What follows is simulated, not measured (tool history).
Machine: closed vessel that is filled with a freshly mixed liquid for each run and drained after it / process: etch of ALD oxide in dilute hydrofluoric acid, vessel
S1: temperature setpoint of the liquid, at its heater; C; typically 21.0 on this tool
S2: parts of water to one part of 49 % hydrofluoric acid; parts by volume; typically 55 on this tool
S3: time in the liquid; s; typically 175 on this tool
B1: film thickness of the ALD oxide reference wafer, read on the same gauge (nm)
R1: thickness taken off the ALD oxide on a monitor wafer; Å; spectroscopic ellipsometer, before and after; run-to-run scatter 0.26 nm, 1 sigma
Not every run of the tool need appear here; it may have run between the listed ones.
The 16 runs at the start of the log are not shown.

run	day	S1	S2	S3	B1	R1
17	40.846	21.0	75	220	48.66	263.2
18	42.433	21.0	55	110	48.50	182.2
19	43.983	21.0	70	215	48.45	273.0
20	45.279	24.5	65	105	48.31	167.5
21	47.921	23.5	55	270	48.08	497.5
# day 51.579: gauge calibrated
# day 52.871: hydrofluoric acid flow meter replaced
22	55.462	19.0	80	175	49.87	182.9
23	56.783	21.0	35	105	49.85	285.3
24	58.871	18.0	55	175	49.82	263.3
25	66.212	19.0	35	265	49.70	663.2
26	68.358	24.0	55	240	49.63	459.1
27	69.808	24.0	35	250	49.62	780.9
28	72.467	21.0	55	225	49.53	382.2
29	75.575	21.0	55	175	49.40	293.0
30	78.438	21.0	55	175	49.29	297.4

Run 31, settings as shown, results not yet in. Your forecast:
31	79.875	17.5	80	280	?	?

B1: 49.22
R1: 268.9 Å
The same run, on a tool lacking any hidden state, would have yielded R1 273.1 Å.
